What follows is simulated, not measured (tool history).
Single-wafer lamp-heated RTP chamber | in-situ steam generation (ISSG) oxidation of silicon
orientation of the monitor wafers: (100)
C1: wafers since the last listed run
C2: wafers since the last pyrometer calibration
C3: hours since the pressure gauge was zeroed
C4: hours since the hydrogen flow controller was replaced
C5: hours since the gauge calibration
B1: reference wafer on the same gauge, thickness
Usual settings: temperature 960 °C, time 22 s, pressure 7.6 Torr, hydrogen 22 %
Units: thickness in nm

run 1 day=0.000 | temperature=960 time=22 pressure=7.6 hydrogen=29 | C1=0 C2=116 C3=876.3 C4=2663.9 C5=3630.7 | B1=4.782 | thickness=5.546
-- day=2.425 hydrogen flow controller replaced
run 2 day=2.621 | temperature=960 time=22 pressure=7.6 hydrogen=22 | C1=514 C2=631 C3=939.2 C4=4.7 C5=3693.6 | B1=4.780 | thickness=5.139
run 3 day=6.208 | temperature=960 time=22 pressure=7.6 hydrogen=16 | C1=807 C2=1438 C3=1025.3 C4=90.8 C5=3779.7 | B1=4.779 | thickness=4.782
run 4 day=8.921 | temperature=960 time=22 pressure=6.9 hydrogen=22 | C1=610 C2=2049 C3=1090.4 C4=155.9 C5=3844.8 | B1=4.782 | thickness=5.116
run 5 day=11.683 | temperature=960 time=22 pressure=6.9 hydrogen=22 | C1=621 C2=2671 C3=1156.7 C4=222.2 C5=3911.1 | B1=4.781 | thickness=5.112
run 6 day=15.871 | temperature=960 time=22 pressure=6.9 hydrogen=22 | C1=942 C2=3613 C3=1257.2 C4=322.7 C5=4011.6 | B1=4.781 | thickness=5.104
run 7 day=19.579 | temperature=960 time=22 pressure=7.6 hydrogen=26 | C1=834 C2=4448 C3=1346.2 C4=411.7 C5=4100.6 | B1=4.778 | thickness=5.332
-- day=27.917 pyrometer window cleaned and pyrometer calibrated
run 8 day=32.379 | temperature=960 time=30 pressure=7.6 hydrogen=22 | C1=2805 C2=1004 C3=1653.4 C4=718.9 C5=4407.8 | B1=4.781 | thickness=5.885
run 9 day=36.571 | temperature=967 time=22 pressure=7.6 hydrogen=13 | C1=943 C2=1947 C3=1754.0 C4=819.5 C5=4508.4 | B1=4.778 | thickness=4.679
run 10 day=38.275 | temperature=960 time=22 pressure=7.6 hydrogen=22 | C1=383 C2=2331 C3=1794.9 C4=860.4 C5=4549.3 | B1=4.780 | thickness=5.154
run 11 day=39.850 | temperature=960 time=22 pressure=7.6 hydrogen=22 | C1=354 C2=2685 C3=1832.7 C4=898.2 C5=4587.1 | B1=4.778 | thickness=5.151
run 12 day=42.779 | temperature=971 time=13 pressure=7.6 hydrogen=13 | C1=659 C2=3344 C3=1903.0 C4=968.5 C5=4657.4 | B1=4.780 | thickness=3.780
run 13 day=45.042 | temperature=972 time=30 pressure=7.1 hydrogen=31 | C1=509 C2=3853 C3=1957.3 C4=1022.8 C5=4711.7 | B1=4.777 | thickness=6.717
run 14 day=47.388 | temperature=960 time=22 pressure=7.6 hydrogen=22 | C1=527 C2=4381 C3=2013.6 C4=1079.1 C5=4768.0 | B1=4.780 | thickness=5.144
-- day=48.354 gauge calibrated
run 15 day=49.350 | temperature=960 time=16 pressure=7.6 hydrogen=22 | C1=441 C2=4823 C3=2060.7 C4=1126.2 C5=23.9 | B1=4.783 | thickness=4.504
-- day=51.375 pressure gauge zeroed
run 16 day=52.612 | temperature=949 time=22 pressure=6.9 hydrogen=22 | C1=659 C2=5482 C3=29.7 C4=1204.5 C5=102.2 | B1=4.781 | thickness=4.941
run 17 day=56.962 | temperature=968 time=22 pressure=7.6 hydrogen=22 | C1=979 C2=6461 C3=134.1 C4=1308.9 C5=206.6 | B1=4.781 | thickness=5.272
-- day=60.342 pyrometer window cleaned and pyrometer calibrated
run 18 day=60.362 | temperature=949 time=22 pressure=7.6 hydrogen=22 | C1=690 C2=5 C3=215.7 C4=1390.5 C5=288.2 | B1=4.781 | thickness=4.943
run 19 day=62.588 | temperature=966 time=14 pressure=7.6 hydrogen=22 | C1=500 C2=505 C3=269.1 C4=1443.9 C5=341.6 | B1=4.779 | thickness=4.356
run 20 day=65.417 | temperature=960 time=22 pressure=6.9 hydrogen=22 | C1=636 C2=1142 C3=337.0 C4=1511.8 C5=409.5 | B1=4.779 | thickness=5.145
run 21 day=67.921 | temperature=953 time=25 pressure=7.6 hydrogen=22 | C1=563 C2=1706 C3=397.1 C4=1571.9 C5=469.6 | B1=4.780 | thickness=5.299
run 22 day=70.846 | temperature=960 time=19 pressure=7.6 hydrogen=22 | C1=658 C2=2364 C3=467.3 C4=1642.1 C5=539.8 | B1=4.778 | thickness=4.851
run 23 day=73.633 | temperature=960 time=22 pressure=8.8 hydrogen=22 | C1=627 C2=2991 C3=534.2 C4=1709.0 C5=606.7 | B1=4.779 | thickness=5.127
run 24 day=77.288 | temperature=943 time=14 pressure=7.6 hydrogen=22 | C1=822 C2=3814 C3=621.9 C4=1796.7 C5=694.4 | B1=4.783 | thickness=4.104
run 25 day=79.542 | temperature=951 time=18 pressure=7.6 hydrogen=14 | C1=507 C2=4321 C3=676.0 C4=1850.8 C5=748.5 | B1=4.780 | thickness=4.156
run 26 day=82.217 | temperature=960 time=22 pressure=7.6 hydrogen=31 | C1=602 C2=4923 C3=740.2 C4=1915.0 C5=812.7 | B1=4.780 | thickness=5.631
run 27 day=86.704 | temperature=972 time=22 pressure=8.1 hydrogen=22 | C1=1009 C2=5933 C3=847.9 C4=2022.7 C5=920.4 | B1=4.781 | thickness=5.373
run 28 day=89.492 | temperature=977 time=19 pressure=6.9 hydrogen=29 | C1=627 C2=6560 C3=914.8 C4=2089.6 C5=987.3 | B1=4.778 | thickness=5.507
run 29 day=92.596 | temperature=960 time=22 pressure=7.6 hydrogen=18 | C1=698 C2=7259 C3=989.3 C4=2164.1 C5=1061.8 | B1=4.779 | thickness=4.930
-- day=95.438 pyrometer window cleaned and pyrometer calibrated
run 30 day=96.071 | temperature=941 time=20 pressure=7.0 hydrogen=22 | C1=707 C2=142 C3=1072.7 C4=2247.5 C5=1145.2 | B1=4.777 | thickness=4.667
run 31 day=99.717 | temperature=949 time=22 pressure=8.2 hydrogen=26 | C1=820 C2=963 C3=1160.2 C4=2335.0 C5=1232.7 | B1=4.780 | thickness=5.176

How the hidden state differs across the entries between the runs, from the last listed run before each to the first after it:
Between runs 1 and 2: hydrogen flow controller replaced (day 2.425)
  deviation of the hydrogen flow from its setpoint, %: 5.37 -> 1.48
  measured less the result without the state, thickness: +0.054 -> +0.014 nm
Between runs 7 and 8: pyrometer window cleaned and pyrometer calibrated (day 27.917)
  deviation of the hydrogen flow from its setpoint, %: 1.61 -> 1.86
  measured less the result without the state, thickness: +0.016 -> +0.019 nm
Between runs 14 and 15: gauge calibrated (day 48.354)
  deviation of the hydrogen flow from its setpoint, %: 2.33 -> 2.41
  measured less the result without the state, thickness: +0.022 -> +0.021 nm
Between runs 15 and 16: pressure gauge zeroed (day 51.375)
  deviation of the hydrogen flow from its setpoint, %: 2.41 -> 2.54
  measured less the result without the state, thickness: +0.021 -> +0.024 nm
Between runs 17 and 18: pyrometer window cleaned and pyrometer calibrated (day 60.342)
  deviation of the hydrogen flow from its setpoint, %: 2.73 -> 2.89
  measured less the result without the state, thickness: +0.027 -> +0.026 nm
Between runs 29 and 30: pyrometer window cleaned and pyrometer calibrated (day 95.438)
  deviation of the hydrogen flow from its setpoint, %: 4.9 -> 5.17
  measured less the result without the state, thickness: +0.043 -> +0.045 nm

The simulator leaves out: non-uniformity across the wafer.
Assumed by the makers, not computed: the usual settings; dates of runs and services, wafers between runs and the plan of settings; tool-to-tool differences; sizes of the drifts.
